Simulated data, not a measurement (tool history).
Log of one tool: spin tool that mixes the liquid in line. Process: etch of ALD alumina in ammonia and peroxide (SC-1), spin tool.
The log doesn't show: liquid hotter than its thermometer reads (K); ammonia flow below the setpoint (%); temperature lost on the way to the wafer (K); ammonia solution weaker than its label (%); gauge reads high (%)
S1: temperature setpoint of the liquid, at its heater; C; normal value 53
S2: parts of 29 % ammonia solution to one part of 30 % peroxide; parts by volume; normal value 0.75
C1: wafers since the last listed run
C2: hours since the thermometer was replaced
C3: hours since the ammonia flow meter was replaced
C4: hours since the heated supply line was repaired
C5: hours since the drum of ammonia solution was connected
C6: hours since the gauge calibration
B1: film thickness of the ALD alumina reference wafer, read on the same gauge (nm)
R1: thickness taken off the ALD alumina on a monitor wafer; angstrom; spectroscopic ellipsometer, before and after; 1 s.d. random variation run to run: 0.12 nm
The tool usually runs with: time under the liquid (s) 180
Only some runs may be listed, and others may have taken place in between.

{"run": 1, "hour": 0.0, "S1": 53, "S2": 0.75, "time under the liquid (s)": 180, "C1": 0, "C2": 2601.1, "C3": 506.7, "C4": 3226.1, "C5": 708.5, "C6": 597, "B1": 67.73, "R1": 118.1}
{"run": 2, "hour": 18.2, "S1": 53, "S2": 0.75, "time under the liquid (s)": 180, "C1": 87, "C2": 2619.3, "C3": 524.9, "C4": 3244.3, "C5": 726.7, "C6": 615.2, "B1": 67.7, "R1": 118.2}
{"hour": 23.6, "done": "thermometer replaced"}
{"run": 3, "hour": 43.5, "S1": 53, "S2": 0.75, "time under the liquid (s)": 180, "C1": 117, "C2": 19.9, "C3": 550.2, "C4": 3269.6, "C5": 752, "C6": 640.5, "B1": 67.68, "R1": 118.5}
{"run": 4, "hour": 57.3, "S1": 57.5, "S2": 0.5, "time under the liquid (s)": 180, "C1": 66, "C2": 33.7, "C3": 564, "C4": 3283.4, "C5": 765.8, "C6": 654.3, "B1": 67.67, "R1": 143.7}
{"hour": 67.6, "done": "heated supply line repaired"}
{"run": 5, "hour": 81.4, "S1": 46.5, "S2": 0.75, "time under the liquid (s)": 280, "C1": 111, "C2": 57.8, "C3": 588.1, "C4": 13.8, "C5": 789.9, "C6": 678.4, "B1": 67.69, "R1": 128.3}
{"run": 6, "hour": 108.1, "S1": 57.5, "S2": 0.9, "time under the liquid (s)": 80, "C1": 129, "C2": 84.5, "C3": 614.8, "C4": 40.5, "C5": 816.6, "C6": 705.1, "B1": 67.69, "R1": 69.3}
{"run": 7, "hour": 130.3, "S1": 46.5, "S2": 1, "time under the liquid (s)": 105, "C1": 107, "C2": 106.7, "C3": 637, "C4": 62.7, "C5": 838.8, "C6": 727.3, "B1": 67.63, "R1": 49.1}
{"hour": 141.1, "done": "gauge calibrated"}
{"run": 8, "hour": 150.9, "S1": 62.5, "S2": 0.55, "time under the liquid (s)": 120, "C1": 99, "C2": 127.3, "C3": 657.6, "C4": 83.3, "C5": 859.4, "C6": 9.8, "B1": 69.77, "R1": 127.3}
{"run": 9, "hour": 178.5, "S1": 53, "S2": 0.5, "time under the liquid (s)": 70, "C1": 133, "C2": 154.9, "C3": 685.2, "C4": 110.9, "C5": 887, "C6": 37.4, "B1": 69.61, "R1": 44.8}
{"run": 10, "hour": 200.6, "S1": 53, "S2": 0.75, "time under the liquid (s)": 180, "C1": 106, "C2": 177, "C3": 707.3, "C4": 133, "C5": 909.1, "C6": 59.5, "B1": 69.45, "R1": 119.4}
{"run": 11, "hour": 222.3, "S1": 61, "S2": 0.75, "time under the liquid (s)": 90, "C1": 104, "C2": 198.7, "C3": 729, "C4": 154.7, "C5": 930.8, "C6": 81.2, "B1": 69.24, "R1": 92}
{"hour": 226.9, "done": "new drum of ammonia solution connected"}
{"run": 12, "hour": 240.2, "S1": 53, "S2": 0.75, "time under the liquid (s)": 235, "C1": 81, "C2": 216.6, "C3": 746.9, "C4": 172.6, "C5": 13.3, "C6": 99.1, "B1": 69.15, "R1": 158.2}
{"run": 13, "hour": 262.5, "S1": 46.5, "S2": 0.9, "time under the liquid (s)": 90, "C1": 107, "C2": 238.9, "C3": 769.2, "C4": 194.9, "C5": 35.6, "C6": 121.4, "B1": 69.03, "R1": 43.1}
{"run": 14, "hour": 275.0, "S1": 53, "S2": 0.75, "time under the liquid (s)": 130, "C1": 60, "C2": 251.4, "C3": 781.7, "C4": 207.4, "C5": 48.1, "C6": 133.9, "B1": 69, "R1": 86.4}
{"hour": 296.0, "done": "ammonia flow meter replaced"}
{"run": 15, "hour": 309.6, "S1": 53, "S2": 0.75, "time under the liquid (s)": 180, "C1": 162, "C2": 286, "C3": 13.6, "C4": 242, "C5": 82.7, "C6": 168.5, "B1": 68.83, "R1": 121.3}
{"run": 16, "hour": 321.7, "S1": 53, "S2": 0.6, "time under the liquid (s)": 180, "C1": 58, "C2": 298.1, "C3": 25.7, "C4": 254.1, "C5": 94.8, "C6": 180.6, "B1": 68.72, "R1": 116.8}
{"run": 17, "hour": 351.5, "S1": 53, "S2": 0.65, "time under the liquid (s)": 180, "C1": 144, "C2": 327.9, "C3": 55.5, "C4": 283.9, "C5": 124.6, "C6": 210.4, "B1": 68.6, "R1": 117.3}
{"run": 18, "hour": 397.0, "S1": 53, "S2": 0.75, "time under the liquid (s)": 180, "C1": 219, "C2": 373.4, "C3": 101, "C4": 329.4, "C5": 170.1, "C6": 255.9, "B1": 68.43, "R1": 118.9}
{"run": 19, "hour": 425.3, "S1": 53, "S2": 0.75, "time under the liquid (s)": 180, "C1": 136, "C2": 401.7, "C3": 129.3, "C4": 357.7, "C5": 198.4, "C6": 284.2, "B1": 68.31, "R1": 118.9}
{"run": 20, "hour": 447.7, "S1": 46.5, "S2": 1, "time under the liquid (s)": 180, "C1": 108, "C2": 424.1, "C3": 151.7, "C4": 380.1, "C5": 220.8, "C6": 306.6, "B1": 68.27, "R1": 85.4}
{"run": 21, "hour": 462.0, "S1": 53, "S2": 0.75, "time under the liquid (s)": 75, "C1": 69, "C2": 438.4, "C3": 166, "C4": 394.4, "C5": 235.1, "C6": 320.9, "B1": 68.26, "R1": 49.4}
{"run": 22, "hour": 484.2, "S1": 56.5, "S2": 0.75, "time under the liquid (s)": 215, "C1": 107, "C2": 460.6, "C3": 188.2, "C4": 416.6, "C5": 257.3, "C6": 343.1, "B1": 68.2, "R1": 167}
{"run": 23, "hour": 498.2, "S1": 53, "S2": 1, "time under the liquid (s)": 120, "C1": 67, "C2": 474.6, "C3": 202.2, "C4": 430.6, "C5": 271.3, "C6": 357.1, "B1": 68.15, "R1": 81.5}
{"run": 24, "hour": 519.6, "S1": 53, "S2": 0.75, "time under the liquid (s)": 145, "C1": 103, "C2": 496, "C3": 223.6, "C4": 452, "C5": 292.7, "C6": 378.5, "B1": 68.09, "R1": 95.6}
{"run": 25, "hour": 551.1, "S1": 53, "S2": 0.75, "time under the liquid (s)": 85, "C1": 152, "C2": 527.5, "C3": 255.1, "C4": 483.5, "C5": 324.2, "C6": 410, "B1": 68, "R1": 57}

Branching from run 25: 4 alternative next runs. What would each branch give?
{"run": "A", "hour": 551.6, "S1": 53, "S2": 1, "time under the liquid (s)": 180, "C1": 2, "C2": 528, "C3": 255.6, "C4": 484, "C5": 324.7, "C6": 410.5, "B1": "?", "R1": "?"}
{"run": "B", "hour": 551.6, "S1": 53, "S2": 0.6, "time under the liquid (s)": 100, "C1": 2, "C2": 528, "C3": 255.6, "C4": 484, "C5": 324.7, "C6": 410.5, "B1": "?", "R1": "?"}
{"run": "C", "hour": 551.6, "S1": 57, "S2": 0.6, "time under the liquid (s)": 180, "C1": 2, "C2": 528, "C3": 255.6, "C4": 484, "C5": 324.7, "C6": 410.5, "B1": "?", "R1": "?"}
{"run": "D", "hour": 551.6, "S1": 45, "S2": 1, "time under the liquid (s)": 120, "C1": 2, "C2": 528, "C3": 255.6, "C4": 484, "C5": 324.7, "C6": 410.5, "B1": "?", "R1": "?"}

run=A B1=68.05 R1=121
run=B B1=68.05 R1=64
run=C B1=68.05 R1=142.5
run=D B1=68.05 R1=51.8
With no hidden state in the tool, these same runs would have given:
run=A R1=124.5
run=B R1=65.9
run=C R1=146.7
run=D R1=53.3
